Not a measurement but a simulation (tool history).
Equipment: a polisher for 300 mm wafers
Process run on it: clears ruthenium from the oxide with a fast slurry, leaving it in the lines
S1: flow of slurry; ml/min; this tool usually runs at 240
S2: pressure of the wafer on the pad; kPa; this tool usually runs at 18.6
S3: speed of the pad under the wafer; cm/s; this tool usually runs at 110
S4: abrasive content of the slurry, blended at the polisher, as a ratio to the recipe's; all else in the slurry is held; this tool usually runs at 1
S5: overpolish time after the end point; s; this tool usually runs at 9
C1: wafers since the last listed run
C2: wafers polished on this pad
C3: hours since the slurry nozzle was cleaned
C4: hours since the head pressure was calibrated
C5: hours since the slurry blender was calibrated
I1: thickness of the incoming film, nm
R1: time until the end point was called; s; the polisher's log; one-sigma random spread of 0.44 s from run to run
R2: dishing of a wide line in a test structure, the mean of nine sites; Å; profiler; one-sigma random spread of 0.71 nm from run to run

run	day	S1	S2	S3	S4	S5	C1	C2	C3	C4	C5	I1	R1	R2
1	0	240	18.6	110	1	9	0	1922	53.2	459.6	239.3	160.3	33.2	332
2	1.792	240	18.6	110	1	9	477	2399	96.2	502.6	282.3	159.8	34.2	329
3	3.188	240	18.6	110	1	9	371	2771	129.7	536.1	315.8	162.7	34.3	331
4	5.608	240	18.6	110	1	9	644	3416	187.8	594.2	373.9	161.4	37	330
5	7.754	240	18.6	110	1	9	571	3987	239.3	645.7	425.4	156.4	35.8	313
# day 8.258: worn pad replaced by a new one
6	9.146	240	18.6	110	1	9	326	236	272.7	679.1	458.8	159	33.1	334
7	11.262	240	18.6	110	1	5	563	799	323.5	729.9	509.6	159	35.6	186
# day 12.017: slurry nozzle cleaned
# day 13.279: slurry blender recalibrated
8	13.55	290	18.6	110	1	6	575	1375	36.8	784.8	6.5	161.1	33.2	231
9	15.675	240	18.6	110	1	9	565	1941	87.8	835.8	57.5	159.8	34.6	324
10	16.817	240	18.6	110	1	9	304	2245	115.2	863.2	84.9	159.9	34.5	322
11	18.583	240	18.6	110	1	9	470	2716	157.6	905.6	127.3	159.9	36.3	306
# day 22.5: worn pad replaced by a new one
12	23.438	240	18.6	110	1	13	1248	249	274.1	1022.1	243.8	159.3	32.6	481
13	25.196	240	18.6	86	1	14	468	717	316.3	1064.3	286	159.5	39.2	437
# day 26.383: head pressure recalibrated
14	26.567	165	18.6	110	1.15	9	342	1060	349.2	4.4	318.9	161.7	34	336
15	28.042	240	23.4	110	1	9	392	1453	384.6	39.8	354.3	161.9	28.6	406
# day 28.867: slurry nozzle cleaned
# day 32.988: slurry blender recalibrated
16	35.804	240	18.6	110	1	9	2033	3487	166.5	226.1	67.6	160.7	35.4	319
17	37.342	240	24.8	110	1	9	409	3896	203.4	263	104.5	162.6	27.3	410
18	38.808	240	13.8	110	0.9	9	390	4287	238.6	298.2	139.7	160.8	52.2	222
# day 39.075: worn pad replaced by a new one
19	40.433	240	18.6	110	1	9	388	361	277.6	337.2	178.7	162.4	34.7	332
20	42.779	240	24.1	142	1	6	624	985	333.9	393.5	235	162.3	22.9	337
# day 44.529: slurry nozzle cleaned
21	45.112	290	18.6	110	1	6	610	1596	14	449.5	291	160.5	34.4	223
22	47.333	240	18.6	110	1	9	591	2187	67.3	502.8	344.3	160.9	34.9	334
23	49.712	240	23.4	110	1.25	9	633	2821	124.4	559.9	401.4	159.2	25.8	431
24	51.692	240	22.8	110	1	9	527	3348	171.9	607.4	448.9	157.3	29.8	379
# day 52.808: slurry blender recalibrated
# day 53.404: worn pad replaced by a new one
25	54.504	275	18.6	110	1	6	682	293	239.4	674.9	40.7	160.6	32.5	236
26	55.842	170	20	134	0.9	9	356	649	271.5	707	72.8	158.9	29.1	383
27	57.579	240	18.6	88	1	6	462	1112	313.2	748.7	114.5	160.7	39.4	193
# day 58.258: slurry nozzle cleaned
28	60.392	240	18.6	76	1	5	737	1850	51.2	816.2	182	157.3	41.2	154
29	61.558	240	18.6	136	1	8	310	2160	79.2	844.2	210	158.7	29.6	344

Consider 3 possible next runs. They are alternatives, not a sequence: every one starts from the tool as it was left by run 29. What does each give?
A	61.575	240	18.6	110	1	9	4	2165	79.6	844.6	210.4	161.1	?	?
B	61.575	240	18.6	142	1	9	4	2165	79.6	844.6	210.4	161.1	?	?
C	61.575	305	18.6	110	1	9	4	2165	79.6	844.6	210.4	161.1	?	?

run	R1	R2
A	34.5	333
B	29	392
C	33.9	339
The same runs, with their run-to-run variation unchanged, on a tool lacking any hidden condition would have given:
run	R1	R2
A	32.1	357
B	27	419
C	31.5	363

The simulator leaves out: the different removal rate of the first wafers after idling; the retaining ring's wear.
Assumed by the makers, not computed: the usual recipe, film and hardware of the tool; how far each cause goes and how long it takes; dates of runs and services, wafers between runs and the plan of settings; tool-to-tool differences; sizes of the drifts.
